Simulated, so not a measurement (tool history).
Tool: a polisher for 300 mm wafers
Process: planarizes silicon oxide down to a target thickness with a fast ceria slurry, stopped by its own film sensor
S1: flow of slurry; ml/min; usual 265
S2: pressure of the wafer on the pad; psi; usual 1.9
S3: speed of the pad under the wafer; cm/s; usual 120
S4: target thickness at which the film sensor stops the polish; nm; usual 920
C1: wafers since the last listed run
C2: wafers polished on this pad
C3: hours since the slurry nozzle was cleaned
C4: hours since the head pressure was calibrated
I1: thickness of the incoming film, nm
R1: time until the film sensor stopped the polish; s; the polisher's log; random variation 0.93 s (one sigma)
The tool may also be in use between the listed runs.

run,hour,S1,S2,S3,S4,C1,C2,C3,C4,I1,R1
1,0,265,1.9,120,920,0,22,155.1,435.9,1605.4,69.8
2,11.8,265,1.9,120,920,153,176,166.9,447.7,1622.9,73.1
3,28.1,265,1.9,120,920,212,388,183.2,464,1599.9,71.3
4,38.8,265,1.9,120,920,139,527,193.9,474.7,1586.2,69.2
5,46.1,265,1.9,120,920,95,623,201.2,482,1583.8,68.3
6,52.1,265,1.9,120,837,78,701,207.2,488,1623.9,82.8
7,69.1,265,1.9,120,837,221,922,224.2,505,1623.3,83.3
8,83.5,265,1.9,120,837,187,1110,238.6,519.4,1599.8,77.3
# hour 97.3: worn pad replaced by a new one
9,100.3,265,1.9,120,920,166,39,255.4,536.2,1617.9,73
10,113.1,265,1.9,120,920,166,206,268.2,549,1582.9,70.2
11,122.2,265,1.9,120,920,118,324,277.3,558.1,1588.5,69.6
# hour 136.4: head pressure recalibrated
12,137.3,265,1.9,120,920,170,495,292.4,0.9,1593.9,62.5
13,152.7,265,1.9,120,920,200,696,307.8,16.3,1588.5,63.6
# hour 159.5: slurry nozzle cleaned
14,160.9,265,1.9,120,920,93,789,1.4,24.5,1606.6,63.1
15,175.2,320,2.1,150,1047,186,976,15.7,38.8,1609.3,36.9
16,185,175,1.9,120,920,127,1103,25.5,48.6,1579.6,64
17,192.2,230,1.3,120,920,93,1197,32.7,55.8,1617.1,86.9
# hour 208.9: worn pad replaced by a new one
18,209.4,265,1.9,120,920,171,6,49.9,73,1605.9,64.1
19,218.8,300,1.9,102,1144,122,129,59.3,82.4,1573.9,47.2
20,226.7,345,2.6,94,686,102,231,67.2,90.3,1596.5,84.7
21,244.1,265,1.9,152,984,226,458,84.6,107.7,1598.5,44.4
22,259.3,265,1.9,120,920,198,656,99.8,122.9,1603.5,64.2
23,266.4,325,2.3,98,690,92,749,106.9,130,1620.6,91.6
24,277.6,265,1.9,150,693,145,895,118.1,141.2,1590.3,69.8
25,293.8,265,1.9,120,920,211,1106,134.3,157.4,1614.6,67.7
# hour 302.2: worn pad replaced by a new one
26,304.3,210,1.9,120,711,84,27,144.8,167.9,1583.4,87.5
27,313.2,265,1.9,142,920,115,143,153.7,176.8,1597.7,55
28,321.3,265,1.9,120,1145,105,248,161.8,184.9,1605.3,46.1
29,328.2,265,1.9,120,920,89,338,168.7,191.8,1573.2,64.3
30,343.1,345,2.4,104,739,194,532,183.6,206.7,1597.9,76.7
31,354.8,345,1.9,100,1085,152,685,195.3,218.4,1599.4,58.5
32,365.7,180,1.9,160,770,142,827,206.2,229.3,1603.6,66.9
33,371.8,265,2.1,120,920,79,906,212.3,235.4,1594.7,60.5
34,380.9,235,1.9,120,920,118,1025,221.4,244.5,1574.8,63.7
35,387.9,265,1.9,90,920,91,1116,228.4,251.5,1590.9,88.6
36,394.7,205,2.5,104,805,88,1204,235.2,258.3,1598.5,76.6
37,402.1,190,1.9,136,920,96,1301,242.6,265.7,1613.3,64.7

What the log doesn't show, run by run:
removal rate lost through wear of the pad, %: 0 in every run
H1: slurry flow missing at the pad, %
H2: deviation of the head's pressure from its setpoint, %
run,H1,H2
1,33.4,-7.07
2,34.4,-7.28
3,35.6,-7.56
4,36.3,-7.75
5,36.8,-7.87
6,37.1,-7.98
7,37.9,-8.27
8,38.5,-8.52
9,39.1,-8.81
10,39.5,-9.04
11,39.8,-9.2
12,40.1,1.06
13,40.5,0.79
14,1.38,0.647
15,6.89,0.399
16,10.2,0.228
17,12.5,0.103
18,17.3,-0.196
19,19.6,-0.359
20,21.3,-0.496
21,24.8,-0.799
22,27.3,-1.06
23,28.4,-1.19
24,29.9,-1.38
25,31.8,-1.66
26,32.9,-1.85
27,33.8,-2
28,34.5,-2.14
29,35,-2.26
30,36.1,-2.52
31,36.9,-2.72
32,37.5,-2.91
33,37.8,-3.02
34,38.2,-3.18
35,38.6,-3.3
36,38.8,-3.42
37,39.1,-3.54
